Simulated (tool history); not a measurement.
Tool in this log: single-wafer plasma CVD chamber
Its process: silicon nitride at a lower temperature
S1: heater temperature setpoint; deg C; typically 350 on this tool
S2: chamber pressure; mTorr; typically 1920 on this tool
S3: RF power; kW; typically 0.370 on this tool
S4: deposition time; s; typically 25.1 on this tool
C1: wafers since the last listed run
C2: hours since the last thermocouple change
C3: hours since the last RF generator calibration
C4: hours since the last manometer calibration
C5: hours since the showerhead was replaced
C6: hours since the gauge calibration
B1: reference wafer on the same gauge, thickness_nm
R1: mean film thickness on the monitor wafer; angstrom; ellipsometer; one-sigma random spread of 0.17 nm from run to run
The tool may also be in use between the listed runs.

{"run": 1, "hour": 0.0, "S1": 350, "S2": 1920, "S3": 0.37, "S4": 25.1, "C1": 0, "C2": 231.6, "C3": 1106.7, "C4": 2486.5, "C5": 2585.9, "C6": 53.3, "B1": 32.698, "R1": 339.63}
{"run": 2, "hour": 52.6, "S1": 350, "S2": 1920, "S3": 0.37, "S4": 25.1, "C1": 1327, "C2": 284.2, "C3": 1159.3, "C4": 2539.1, "C5": 2638.5, "C6": 105.9, "B1": 32.71, "R1": 339.03}
{"run": 3, "hour": 183.6, "S1": 350, "S2": 1920, "S3": 0.37, "S4": 25.1, "C1": 3306, "C2": 415.2, "C3": 1290.3, "C4": 2670.1, "C5": 2769.5, "C6": 236.9, "B1": 32.743, "R1": 340.94}
{"run": 4, "hour": 242.6, "S1": 350, "S2": 2280, "S3": 0.37, "S4": 25.1, "C1": 1489, "C2": 474.2, "C3": 1349.3, "C4": 2729.1, "C5": 2828.5, "C6": 295.9, "B1": 32.694, "R1": 358.98}
{"run": 5, "hour": 303.2, "S1": 350, "S2": 2280, "S3": 0.37, "S4": 25.1, "C1": 1529, "C2": 534.8, "C3": 1409.9, "C4": 2789.7, "C5": 2889.1, "C6": 356.5, "B1": 32.708, "R1": 364.49}
{"run": 6, "hour": 338.5, "S1": 350, "S2": 1920, "S3": 0.37, "S4": 25.1, "C1": 890, "C2": 570.1, "C3": 1445.2, "C4": 2825.0, "C5": 2924.4, "C6": 391.8, "B1": 32.711, "R1": 338.75}
{"hour": 361.0, "done": "capacitance manometer re-zeroed and calibrated"}
{"run": 7, "hour": 399.6, "S1": 350, "S2": 1920, "S3": 0.37, "S4": 25.1, "C1": 1340, "C2": 631.2, "C3": 1506.3, "C4": 38.6, "C5": 2985.5, "C6": 452.9, "B1": 32.665, "R1": 339.61}
{"hour": 414.7, "done": "showerhead replaced, of another model than before"}
{"run": 8, "hour": 431.2, "S1": 350, "S2": 1920, "S3": 0.37, "S4": 25.1, "C1": 595, "C2": 662.8, "C3": 1537.9, "C4": 70.2, "C5": 16.5, "C6": 484.5, "B1": 32.707, "R1": 328.81}
{"run": 9, "hour": 471.4, "S1": 350, "S2": 1920, "S3": 0.37, "S4": 23.6, "C1": 1014, "C2": 703.0, "C3": 1578.1, "C4": 110.4, "C5": 56.7, "C6": 524.7, "B1": 32.693, "R1": 309.85}
{"run": 10, "hour": 502.4, "S1": 350, "S2": 1920, "S3": 0.37, "S4": 23.6, "C1": 782, "C2": 734.0, "C3": 1609.1, "C4": 141.4, "C5": 87.7, "C6": 555.7, "B1": 32.707, "R1": 311.16}
{"run": 11, "hour": 556.7, "S1": 350, "S2": 1920, "S3": 0.37, "S4": 23.6, "C1": 1370, "C2": 788.3, "C3": 1663.4, "C4": 195.7, "C5": 142.0, "C6": 610.0, "B1": 32.721, "R1": 309.04}
{"run": 12, "hour": 613.8, "S1": 357, "S2": 1920, "S3": 0.37, "S4": 25.1, "C1": 1441, "C2": 845.4, "C3": 1720.5, "C4": 252.8, "C5": 199.1, "C6": 667.1, "B1": 32.717, "R1": 329.38}
{"run": 13, "hour": 657.1, "S1": 350, "S2": 1920, "S3": 0.37, "S4": 25.1, "C1": 1092, "C2": 888.7, "C3": 1763.8, "C4": 296.1, "C5": 242.4, "C6": 710.4, "B1": 32.701, "R1": 326.47}
{"hour": 671.1, "done": "gauge calibrated"}
{"run": 14, "hour": 707.8, "S1": 350, "S2": 1920, "S3": 0.37, "S4": 25.1, "C1": 1279, "C2": 939.4, "C3": 1814.5, "C4": 346.8, "C5": 293.1, "C6": 36.7, "B1": 32.713, "R1": 329.12}
{"hour": 741.7, "done": "RF generator calibrated"}
{"run": 15, "hour": 742.2, "S1": 350, "S2": 2220, "S3": 0.345, "S4": 21.9, "C1": 666, "C2": 973.8, "C3": 0.5, "C4": 381.2, "C5": 327.5, "C6": 71.1, "B1": 32.662, "R1": 316.44}
{"run": 16, "hour": 809.0, "S1": 345, "S2": 1920, "S3": 0.37, "S4": 25.1, "C1": 1686, "C2": 1040.6, "C3": 67.3, "C4": 448.0, "C5": 394.3, "C6": 137.9, "B1": 32.688, "R1": 349.62}
{"run": 17, "hour": 855.7, "S1": 340, "S2": 2230, "S3": 0.425, "S4": 27.3, "C1": 1178, "C2": 1087.3, "C3": 114.0, "C4": 494.7, "C5": 441.0, "C6": 184.6, "B1": 32.716, "R1": 451.82}
{"run": 18, "hour": 890.7, "S1": 350, "S2": 2310, "S3": 0.395, "S4": 21.1, "C1": 883, "C2": 1122.3, "C3": 149.0, "C4": 529.7, "C5": 476.0, "C6": 219.6, "B1": 32.714, "R1": 335.72}
{"hour": 908.5, "done": "thermocouple changed; heater temperature recalibrated"}
{"run": 19, "hour": 955.7, "S1": 343, "S2": 1920, "S3": 0.415, "S4": 25.1, "C1": 1438, "C2": 47.2, "C3": 214.0, "C4": 594.7, "C5": 541.0, "C6": 284.6, "B1": 32.72, "R1": 376.97}
{"run": 20, "hour": 1011.0, "S1": 350, "S2": 1920, "S3": 0.37, "S4": 25.1, "C1": 1395, "C2": 102.5, "C3": 269.3, "C4": 650.0, "C5": 596.3, "C6": 339.9, "B1": 32.687, "R1": 343.92}
{"run": 21, "hour": 1050.8, "S1": 350, "S2": 1920, "S3": 0.37, "S4": 25.1, "C1": 1004, "C2": 142.3, "C3": 309.1, "C4": 689.8, "C5": 636.1, "C6": 379.7, "B1": 32.712, "R1": 343.79}
{"run": 22, "hour": 1095.9, "S1": 350, "S2": 2390, "S3": 0.37, "S4": 25.1, "C1": 1138, "C2": 187.4, "C3": 354.2, "C4": 734.9, "C5": 681.2, "C6": 424.8, "B1": 32.686, "R1": 383.84}
{"run": 23, "hour": 1132.4, "S1": 342, "S2": 1530, "S3": 0.37, "S4": 26.9, "C1": 921, "C2": 223.9, "C3": 390.7, "C4": 771.4, "C5": 717.7, "C6": 461.3, "B1": 32.683, "R1": 299.7}
{"run": 24, "hour": 1162.9, "S1": 358, "S2": 2240, "S3": 0.37, "S4": 28.5, "C1": 769, "C2": 254.4, "C3": 421.2, "C4": 801.9, "C5": 748.2, "C6": 491.8, "B1": 32.72, "R1": 418.32}

Measured minus without-hidden-state, run by run (identical run-to-run variation in each term; gauge scatter may differ):
What the log doesn't record here: wafer temperature above the value expected at the setpoint (K); delivered RF power above the setpoint (%); true pressure above the setpoint (%); gauge reads high (%).
run=1 R1=-12.53
run=2 R1=-12.68
run=3 R1=-13.09
run=4 R1=-13.93
run=5 R1=-14.28
run=6 R1=-13.33
run=7 R1=-13.47
run=8 R1=-22.12
run=9 R1=-20.95
run=10 R1=-21.10
run=11 R1=-21.07
run=12 R1=-22.57
run=13 R1=-22.44
run=14 R1=-22.71
run=15 R1=-0.30
run=16 R1=-2.61
run=17 R1=-4.92
run=18 R1=-4.65
run=19 R1=-6.92
run=20 R1=-8.09
run=21 R1=-8.98
run=22 R1=-11.09
run=23 R1=-9.28
run=24 R1=-13.64
